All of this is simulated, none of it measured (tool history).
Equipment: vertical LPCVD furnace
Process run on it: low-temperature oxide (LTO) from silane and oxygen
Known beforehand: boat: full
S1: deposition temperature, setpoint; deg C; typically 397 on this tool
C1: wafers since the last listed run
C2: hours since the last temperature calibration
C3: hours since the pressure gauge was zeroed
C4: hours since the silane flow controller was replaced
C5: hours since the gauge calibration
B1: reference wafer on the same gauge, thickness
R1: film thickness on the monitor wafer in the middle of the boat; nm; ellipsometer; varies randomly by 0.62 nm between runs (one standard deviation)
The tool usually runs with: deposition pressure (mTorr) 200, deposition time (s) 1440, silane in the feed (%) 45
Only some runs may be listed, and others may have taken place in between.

run 1 day=0.000 | S1=397 deposition_pressure_(mTorr)=200 deposition_time_(s)=1860 silane_in_the_feed_(%)=45 | C1=0 C2=3917.0 C3=4112.3 C4=6361.5 C5=208.2 | B1=174.07 | R1=271.92
run 2 day=0.712 | S1=405 deposition_pressure_(mTorr)=200 deposition_time_(s)=1440 silane_in_the_feed_(%)=38 | C1=286 C2=3934.1 C3=4129.4 C4=6378.6 C5=225.3 | B1=174.00 | R1=189.17
run 3 day=1.129 | S1=397 deposition_pressure_(mTorr)=235 deposition_time_(s)=1440 silane_in_the_feed_(%)=45 | C1=167 C2=3944.1 C3=4139.4 C4=6388.6 C5=235.3 | B1=173.97 | R1=248.18
run 4 day=1.621 | S1=397 deposition_pressure_(mTorr)=235 deposition_time_(s)=1440 silane_in_the_feed_(%)=45 | C1=197 C2=3955.9 C3=4151.2 C4=6400.4 C5=247.1 | B1=173.98 | R1=248.17
run 5 day=2.212 | S1=397 deposition_pressure_(mTorr)=200 deposition_time_(s)=1440 silane_in_the_feed_(%)=45 | C1=237 C2=3970.1 C3=4165.4 C4=6414.6 C5=261.3 | B1=174.10 | R1=210.79
run 6 day=2.721 | S1=397 deposition_pressure_(mTorr)=200 deposition_time_(s)=1440 silane_in_the_feed_(%)=45 | C1=204 C2=3982.3 C3=4177.6 C4=6426.8 C5=273.5 | B1=173.89 | R1=210.21
run 7 day=3.292 | S1=397 deposition_pressure_(mTorr)=200 deposition_time_(s)=1440 silane_in_the_feed_(%)=45 | C1=229 C2=3996.0 C3=4191.3 C4=6440.5 C5=287.2 | B1=174.02 | R1=211.02
-- day=5.867 silane flow controller replaced
-- day=5.933 thermocouples replaced and temperature profile calibrated
run 8 day=5.954 | S1=397 deposition_pressure_(mTorr)=210 deposition_time_(s)=1440 silane_in_the_feed_(%)=45 | C1=641 C2=0.5 C3=4255.2 C4=2.1 C5=351.1 | B1=174.00 | R1=222.42
-- day=6.133 gauge calibrated
run 9 day=6.150 | S1=397 deposition_pressure_(mTorr)=210 deposition_time_(s)=1440 silane_in_the_feed_(%)=45 | C1=78 C2=5.2 C3=4259.9 C4=6.8 C5=0.4 | B1=173.94 | R1=220.94
run 10 day=6.346 | S1=397 deposition_pressure_(mTorr)=220 deposition_time_(s)=1440 silane_in_the_feed_(%)=45 | C1=78 C2=9.9 C3=4264.6 C4=11.5 C5=5.1 | B1=174.07 | R1=231.97
run 11 day=6.542 | S1=397 deposition_pressure_(mTorr)=220 deposition_time_(s)=1440 silane_in_the_feed_(%)=45 | C1=78 C2=14.6 C3=4269.3 C4=16.2 C5=9.8 | B1=173.92 | R1=232.29
run 12 day=6.783 | S1=397 deposition_pressure_(mTorr)=220 deposition_time_(s)=1440 silane_in_the_feed_(%)=45 | C1=97 C2=20.4 C3=4275.1 C4=22.0 C5=15.6 | B1=174.05 | R1=231.89
run 13 day=7.200 | S1=397 deposition_pressure_(mTorr)=200 deposition_time_(s)=1440 silane_in_the_feed_(%)=45 | C1=167 C2=30.4 C3=4285.1 C4=32.0 C5=25.6 | B1=173.94 | R1=211.01
run 14 day=7.612 | S1=387 deposition_pressure_(mTorr)=200 deposition_time_(s)=1950 silane_in_the_feed_(%)=50 | C1=165 C2=40.3 C3=4295.0 C4=41.9 C5=35.5 | B1=174.03 | R1=283.92
-- day=9.158 pressure gauge zeroed
run 15 day=9.179 | S1=397 deposition_pressure_(mTorr)=200 deposition_time_(s)=1440 silane_in_the_feed_(%)=45 | C1=227 C2=77.9 C3=0.5 C4=79.5 C5=73.1 | B1=173.99 | R1=210.81
run 16 day=9.375 | S1=405 deposition_pressure_(mTorr)=200 deposition_time_(s)=1440 silane_in_the_feed_(%)=45 | C1=78 C2=82.6 C3=5.2 C4=84.2 C5=77.8 | B1=173.96 | R1=229.96
run 17 day=9.571 | S1=403 deposition_pressure_(mTorr)=225 deposition_time_(s)=1230 silane_in_the_feed_(%)=42 | C1=78 C2=87.3 C3=9.9 C4=88.9 C5=82.5 | B1=173.94 | R1=200.68
run 18 day=9.767 | S1=403 deposition_pressure_(mTorr)=200 deposition_time_(s)=1440 silane_in_the_feed_(%)=45 | C1=78 C2=92.0 C3=14.6 C4=93.6 C5=87.2 | B1=173.85 | R1=224.52
run 19 day=9.962 | S1=394 deposition_pressure_(mTorr)=200 deposition_time_(s)=1440 silane_in_the_feed_(%)=42 | C1=78 C2=96.7 C3=19.3 C4=98.3 C5=91.9 | B1=174.09 | R1=189.38
run 20 day=10.300 | S1=393 deposition_pressure_(mTorr)=165 deposition_time_(s)=1260 silane_in_the_feed_(%)=43 | C1=135 C2=104.8 C3=27.4 C4=106.4 C5=100.0 | B1=174.07 | R1=139.21
run 21 day=10.625 | S1=404 deposition_pressure_(mTorr)=155 deposition_time_(s)=1680 silane_in_the_feed_(%)=45 | C1=130 C2=112.6 C3=35.2 C4=114.2 C5=107.8 | B1=173.90 | R1=205.25
run 22 day=11.275 | S1=394 deposition_pressure_(mTorr)=200 deposition_time_(s)=1440 silane_in_the_feed_(%)=42 | C1=261 C2=128.2 C3=50.8 C4=129.8 C5=123.4 | B1=174.08 | R1=190.07
run 23 day=11.750 | S1=397 deposition_pressure_(mTorr)=220 deposition_time_(s)=1050 silane_in_the_feed_(%)=39 | C1=191 C2=139.6 C3=62.2 C4=141.2 C5=134.8 | B1=173.97 | R1=144.23
run 24 day=12.367 | S1=408 deposition_pressure_(mTorr)=235 deposition_time_(s)=1980 silane_in_the_feed_(%)=50 | C1=248 C2=154.4 C3=77.0 C4=156.0 C5=149.6 | B1=173.89 | R1=419.86

Hidden condition of the tool, last listed run before each entry between runs versus first listed run after:
Between runs 7 and 8: silane flow controller replaced (day 5.867); thermocouples replaced and temperature profile calibrated (day 5.933)
  no difference in the tool's unlogged condition between these two runs
Between runs 8 and 9: gauge calibrated (day 6.133)
  no difference in the tool's unlogged condition between these two runs
Between runs 14 and 15: pressure gauge zeroed (day 9.158)
  no difference in the tool's unlogged condition between these two runs

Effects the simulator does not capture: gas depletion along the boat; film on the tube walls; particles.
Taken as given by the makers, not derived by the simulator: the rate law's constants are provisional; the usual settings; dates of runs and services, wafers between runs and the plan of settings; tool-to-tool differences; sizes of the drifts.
